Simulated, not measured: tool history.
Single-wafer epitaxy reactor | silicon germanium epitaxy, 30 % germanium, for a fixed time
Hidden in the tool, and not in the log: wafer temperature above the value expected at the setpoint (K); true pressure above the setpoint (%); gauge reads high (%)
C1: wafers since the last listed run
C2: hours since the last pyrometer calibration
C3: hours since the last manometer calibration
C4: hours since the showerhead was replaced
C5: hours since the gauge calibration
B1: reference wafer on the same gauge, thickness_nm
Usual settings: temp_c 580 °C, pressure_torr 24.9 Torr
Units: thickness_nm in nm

{"run": 1, "hour": 0.0, "temp_c": 580, "pressure_torr": 24.9, "C1": 0, "C2": 1353.6, "C3": 2205.9, "C4": 7280.0, "C5": 70.7, "B1": 37.094, "thickness_nm": 46.233}
{"run": 2, "hour": 28.5, "temp_c": 580, "pressure_torr": 24.9, "C1": 470, "C2": 1382.1, "C3": 2234.4, "C4": 7308.5, "C5": 99.2, "B1": 37.092, "thickness_nm": 46.182}
{"run": 3, "hour": 65.5, "temp_c": 580, "pressure_torr": 23.3, "C1": 610, "C2": 1419.1, "C3": 2271.4, "C4": 7345.5, "C5": 136.2, "B1": 37.108, "thickness_nm": 45.075}
{"run": 4, "hour": 119.3, "temp_c": 580, "pressure_torr": 23.3, "C1": 887, "C2": 1472.9, "C3": 2325.2, "C4": 7399.3, "C5": 190.0, "B1": 37.079, "thickness_nm": 45.059}
{"run": 5, "hour": 157.4, "temp_c": 580, "pressure_torr": 23.3, "C1": 628, "C2": 1511.0, "C3": 2363.3, "C4": 7437.4, "C5": 228.1, "B1": 37.119, "thickness_nm": 44.858}
{"run": 6, "hour": 223.6, "temp_c": 590, "pressure_torr": 24.9, "C1": 1092, "C2": 1577.2, "C3": 2429.5, "C4": 7503.6, "C5": 294.3, "B1": 37.098, "thickness_nm": 54.724}
{"run": 7, "hour": 388.0, "temp_c": 590, "pressure_torr": 24.9, "C1": 2712, "C2": 1741.6, "C3": 2593.9, "C4": 7668.0, "C5": 458.7, "B1": 37.114, "thickness_nm": 54.669}
{"run": 8, "hour": 421.9, "temp_c": 590, "pressure_torr": 24.9, "C1": 559, "C2": 1775.5, "C3": 2627.8, "C4": 7701.9, "C5": 492.6, "B1": 37.092, "thickness_nm": 55.115}
{"run": 9, "hour": 448.8, "temp_c": 580, "pressure_torr": 23.6, "C1": 443, "C2": 1802.4, "C3": 2654.7, "C4": 7728.8, "C5": 519.5, "B1": 37.109, "thickness_nm": 45.407}
{"run": 10, "hour": 636.7, "temp_c": 580, "pressure_torr": 23.6, "C1": 3100, "C2": 1990.3, "C3": 2842.6, "C4": 7916.7, "C5": 707.4, "B1": 37.084, "thickness_nm": 45.474}
{"run": 11, "hour": 675.1, "temp_c": 588, "pressure_torr": 22.5, "C1": 633, "C2": 2028.7, "C3": 2881.0, "C4": 7955.1, "C5": 745.8, "B1": 37.112, "thickness_nm": 50.948}
{"run": 12, "hour": 715.3, "temp_c": 588, "pressure_torr": 22.5, "C1": 663, "C2": 2068.9, "C3": 2921.2, "C4": 7995.3, "C5": 786.0, "B1": 37.123, "thickness_nm": 50.639}
{"hour": 757.8, "done": "capacitance manometer re-zeroed and calibrated"}
{"run": 13, "hour": 765.4, "temp_c": 577, "pressure_torr": 20.8, "C1": 694, "C2": 2119.0, "C3": 7.6, "C4": 8045.4, "C5": 836.1, "B1": 37.091, "thickness_nm": 40.932}
{"run": 14, "hour": 831.8, "temp_c": 580, "pressure_torr": 24.9, "C1": 1095, "C2": 2185.4, "C3": 74.0, "C4": 8111.8, "C5": 902.5, "B1": 37.093, "thickness_nm": 46.704}
{"run": 15, "hour": 888.1, "temp_c": 580, "pressure_torr": 24.9, "C1": 929, "C2": 2241.7, "C3": 130.3, "C4": 8168.1, "C5": 958.8, "B1": 37.111, "thickness_nm": 46.43}
{"run": 16, "hour": 916.4, "temp_c": 580, "pressure_torr": 24.9, "C1": 466, "C2": 2270.0, "C3": 158.6, "C4": 8196.4, "C5": 987.1, "B1": 37.102, "thickness_nm": 46.426}
{"run": 17, "hour": 943.0, "temp_c": 574, "pressure_torr": 21.6, "C1": 438, "C2": 2296.6, "C3": 185.2, "C4": 8223.0, "C5": 1013.7, "B1": 37.094, "thickness_nm": 39.558}
{"hour": 972.5, "done": "showerhead replaced"}
{"run": 18, "hour": 988.8, "temp_c": 568, "pressure_torr": 27.1, "C1": 623, "C2": 2342.4, "C3": 231.0, "C4": 16.3, "C5": 1059.5, "B1": 37.103, "thickness_nm": 39.634}
{"hour": 1033.3, "done": "pyrometer calibrated"}
{"run": 19, "hour": 1033.8, "temp_c": 580, "pressure_torr": 24.9, "C1": 610, "C2": 0.5, "C3": 276.0, "C4": 61.3, "C5": 1104.5, "B1": 37.089, "thickness_nm": 43.713}
{"run": 20, "hour": 1090.0, "temp_c": 574, "pressure_torr": 27.3, "C1": 927, "C2": 56.7, "C3": 332.2, "C4": 117.5, "C5": 1160.7, "B1": 37.108, "thickness_nm": 41.423}
{"run": 21, "hour": 1137.0, "temp_c": 574, "pressure_torr": 29.5, "C1": 775, "C2": 103.7, "C3": 379.2, "C4": 164.5, "C5": 1207.7, "B1": 37.107, "thickness_nm": 42.64}
{"hour": 1139.0, "done": "gauge calibrated"}
{"run": 22, "hour": 1192.1, "temp_c": 580, "pressure_torr": 22.6, "C1": 909, "C2": 158.8, "C3": 434.3, "C4": 219.6, "C5": 53.1, "B1": 37.093, "thickness_nm": 42.186}
{"run": 23, "hour": 1301.5, "temp_c": 580, "pressure_torr": 24.9, "C1": 1805, "C2": 268.2, "C3": 543.7, "C4": 329.0, "C5": 162.5, "B1": 37.114, "thickness_nm": 44.359}
{"run": 24, "hour": 1351.9, "temp_c": 586, "pressure_torr": 29.2, "C1": 831, "C2": 318.6, "C3": 594.1, "C4": 379.4, "C5": 212.9, "B1": 37.087, "thickness_nm": 52.63}
{"run": 25, "hour": 1414.2, "temp_c": 566, "pressure_torr": 27.1, "C1": 1028, "C2": 380.9, "C3": 656.4, "C4": 441.7, "C5": 275.2, "B1": 37.098, "thickness_nm": 36.342}

The next listed run, before its measurement:
{"run": 26, "hour": 1474.5, "temp_c": 568, "pressure_torr": 19.3, "C1": 995, "C2": 441.2, "C3": 716.7, "C4": 502.0, "C5": 335.5, "B1": "?", "thickness_nm": "?"}

{"run 26": {"B1": 37.1, "thickness_nm": 32.819}}
Without the tool's hidden state the same run would have given thickness_nm 32.282 nm.

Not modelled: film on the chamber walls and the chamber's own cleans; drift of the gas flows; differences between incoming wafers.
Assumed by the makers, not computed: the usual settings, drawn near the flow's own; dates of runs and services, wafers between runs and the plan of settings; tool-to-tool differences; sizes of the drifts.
